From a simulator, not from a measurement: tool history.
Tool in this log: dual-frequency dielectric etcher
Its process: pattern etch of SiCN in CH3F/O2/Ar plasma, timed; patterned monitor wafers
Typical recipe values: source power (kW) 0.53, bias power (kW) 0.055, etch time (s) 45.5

run    hour  source power (kW)  bias power (kW)  etch time (s)  read-back reference wafer on the same gauge, depth_nm  mean etch depth across the wafer (nm)
  1       0               0.53            0.055           45.5                                                  21.01                                  19.56
  2    56.8               0.53            0.055           45.5                                                  20.98                                  19.81
  3      97               0.53            0.055           49.5                                                  20.98                                  21.73
  4   165.6               0.53            0.055           49.5                                                  20.99                                  21.73
  5   231.6               0.53            0.055           49.5                                                  21.01                                  21.99
  6   288.5               0.53            0.055           45.5                                                  21.02                                  20.27
        347  -- wet clean of the chamber
  7   347.5               0.53            0.055           45.5                                                  20.99                                  19.58
  8   389.5               0.53            0.055           45.5                                                     21                                   19.9
      425.4  -- gauge calibrated
      442.7  -- bias power generator calibrated
  9   443.2               0.53            0.055           45.5                                                  20.99                                  19.67
 10   484.3               0.53            0.055           45.5                                                     21                                  19.76
      541.8  -- source power generator calibrated
 11   543.8               0.53            0.055           45.5                                                     21                                   19.9
 12   577.7               0.58            0.055           45.5                                                     21                                  20.66
 13   626.6               0.53            0.055           45.5                                                  20.99                                  20.15
 14   653.2               0.63            0.055           50.5                                                  20.97                                  23.94
      701.1  -- wet clean of the chamber
 15   701.6               0.46            0.055           45.5                                                  20.99                                  18.42
 16   751.8               0.43            0.044             54                                                     21                                  19.77
 17   805.3               0.53            0.055           45.5                                                  20.99                                  19.75
 18   859.6               0.53            0.055           45.5                                                     21                                   19.9
 19   929.2                0.6            0.055           45.5                                                     21                                  20.96
 20   969.2               0.64            0.063           45.5                                                  20.98                                   22.7
 21  1040.4               0.49            0.046             42                                                  20.99                                     17
     1086.9  -- upper electrode replaced
     1101.9  -- wet clean of the chamber
 22  1102.4               0.58            0.055           41.5                                                  20.98                                  18.54
 23  1136.7               0.53            0.055           45.5                                                     21                                  19.67
 24  1208.1               0.59            0.055           40.5                                                  20.99                                  18.32

Estimate the outcome of run 25 from the log above:
 25  1264.3               0.53            0.061           36.5                                                      ?                                      ?

Run 25 measured read-back reference wafer on the same gauge, depth_nm 20.98, mean etch depth across the wafer (nm) 16.69.
Had the tool carried no hidden state, the very same run would have given mean etch depth across the wafer (nm) 16.23.
